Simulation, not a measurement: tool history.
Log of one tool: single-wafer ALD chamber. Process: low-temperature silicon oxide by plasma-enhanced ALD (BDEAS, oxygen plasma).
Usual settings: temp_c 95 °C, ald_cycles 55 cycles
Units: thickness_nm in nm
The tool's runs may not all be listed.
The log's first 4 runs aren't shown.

| run | hour | temp_c | ald_cycles | read-back reference wafer on the same gauge, thickness_nm | thickness_nm |
|---|---|---|---|---|---|
| 5 | 222.1 | 86 | 55 | 6.957 | 8.318 |
| 6 | 257.9 | 95 | 47 | 6.954 | 6.841 |
| 7 | 298.8 | 95 | 47 | 6.957 | 6.825 |
| 8 | 359.7 | 95 | 47 | 6.949 | 6.904 |
| 9 | 416.6 | 95 | 63 | 6.946 | 9.138 |
| 10 | 459.9 | 95 | 63 | 6.951 | 9.214 |
|  | 478.9 | gauge calibrated |
| 11 | 514.1 | 95 | 55 | 6.941 | 8.024 |
| 12 | 566.1 | 95 | 55 | 6.946 | 8.077 |
| 13 | 608.8 | 95 | 55 | 6.952 | 8.050 |
|  | 642.5 | thermocouple changed; heater temperature recalibrated |
| 14 | 649.5 | 95 | 55 | 6.940 | 7.775 |
| 15 | 680.1 | 95 | 55 | 6.956 | 7.816 |
| 16 | 708.7 | 82 | 55 | 6.950 | 8.291 |
| 17 | 763.9 | 91 | 47 | 6.945 | 6.823 |
| 18 | 842.9 | 95 | 55 | 6.954 | 7.881 |

Run 19 comes next. What will it give?
| 19 | 875.7 | 95 | 64 | ? | ? |

read-back reference wafer on the same gauge, thickness_nm: 6.955
thickness_nm: 9.132 nm
Without the tool's hidden state the same run would have given thickness_nm 9.103 nm.
